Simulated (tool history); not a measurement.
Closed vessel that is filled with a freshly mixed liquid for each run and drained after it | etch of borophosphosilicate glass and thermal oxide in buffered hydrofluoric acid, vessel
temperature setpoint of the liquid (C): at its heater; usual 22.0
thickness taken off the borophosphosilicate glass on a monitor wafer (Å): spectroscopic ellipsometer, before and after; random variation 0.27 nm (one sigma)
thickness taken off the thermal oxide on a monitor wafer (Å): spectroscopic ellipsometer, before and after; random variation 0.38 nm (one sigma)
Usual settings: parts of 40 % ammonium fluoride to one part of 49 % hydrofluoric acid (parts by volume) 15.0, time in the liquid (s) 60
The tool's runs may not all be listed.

run,hour,temperature setpoint of the liquid (C),parts of 40 % ammonium fluoride to one part of 49 % hydrofluoric acid (parts by volume),time in the liquid (s),"read-back film thickness of the borophosphosilicate glass reference wafer, read on the same gauge (nm)","read-back film thickness of the thermal oxide reference wafer, read on the same gauge (nm)",thickness taken off the borophosphosilicate glass on a monitor wafer (Å),thickness taken off the thermal oxide on a monitor wafer (Å)
1,0.0,22.0,15.0,45,139.99,80.00,684.9,383.9
# hour 3.7: hydrofluoric acid flow meter replaced
2,12.2,22.0,15.0,45,140.01,80.02,643.7,362.1
3,21.7,22.0,12.5,60,140.02,79.99,1028.4,568.8
4,34.2,22.0,12.5,60,140.00,79.99,1026.8,589.4
5,43.3,22.0,19.5,60,139.99,79.98,664.4,374.6
6,53.8,18.0,15.0,75,140.01,80.03,872.7,482.5
7,62.5,19.5,20.0,60,140.01,80.01,568.9,315.1
# hour 81.2: thermometer replaced
8,85.0,19.5,10.5,75,139.98,80.02,1183.2,663.4
# hour 95.7: gauge calibrated
9,101.7,18.5,15.0,80,140.04,80.00,834.5,464.7
10,108.0,26.5,15.0,30,140.02,79.98,487.7,275.0
11,119.8,25.0,17.5,60,140.00,80.00,770.5,431.5
12,150.2,26.0,15.0,60,140.00,80.00,954.7,539.0
13,161.6,22.0,15.0,40,140.01,79.98,514.4,283.0
14,177.0,19.5,15.0,60,139.99,80.03,673.0,375.8
15,190.6,17.5,9.5,85,139.99,80.01,1307.5,728.1
16,197.9,24.0,15.0,30,140.03,80.01,429.8,240.2
17,214.9,22.0,15.0,60,139.99,80.01,773.3,431.0
18,228.5,22.0,15.0,60,140.00,79.99,771.9,436.6
19,243.4,23.5,11.0,40,139.99,80.00,767.3,425.6
20,268.6,22.0,15.0,35,139.99,80.03,455.6,250.8
21,285.8,22.0,15.0,60,139.98,79.98,779.7,440.9
22,293.6,20.0,18.5,85,140.01,80.02,810.8,450.1
23,307.4,22.0,15.0,60,140.01,80.02,784.1,440.7
24,314.1,18.0,15.0,60,140.01,79.98,629.1,351.5
25,331.7,19.5,20.0,30,140.01,79.98,257.8,146.1
26,341.6,22.0,15.0,60,140.00,80.01,787.9,446.5

Forecast each of these 3 alternatives for the next run:
A,342.3,22.0,20.5,60,?,?,?,?
B,342.3,22.0,15.0,70,?,?,?,?
C,342.3,20.5,15.0,60,?,?,?,?

run,"read-back film thickness of the borophosphosilicate glass reference wafer, read on the same gauge (nm)","read-back film thickness of the thermal oxide reference wafer, read on the same gauge (nm)",thickness taken off the borophosphosilicate glass on a monitor wafer (Å),thickness taken off the thermal oxide on a monitor wafer (Å)
A,140.00,79.97,581.9,323.2
B,140.00,79.97,924.7,513.0
C,140.00,79.97,730.0,404.6
Without the tool's hidden state the same runs would have given:
run,thickness taken off the borophosphosilicate glass on a monitor wafer (Å),thickness taken off the thermal oxide on a monitor wafer (Å)
A,552.7,307.0
B,872.0,483.7
C,688.2,381.4
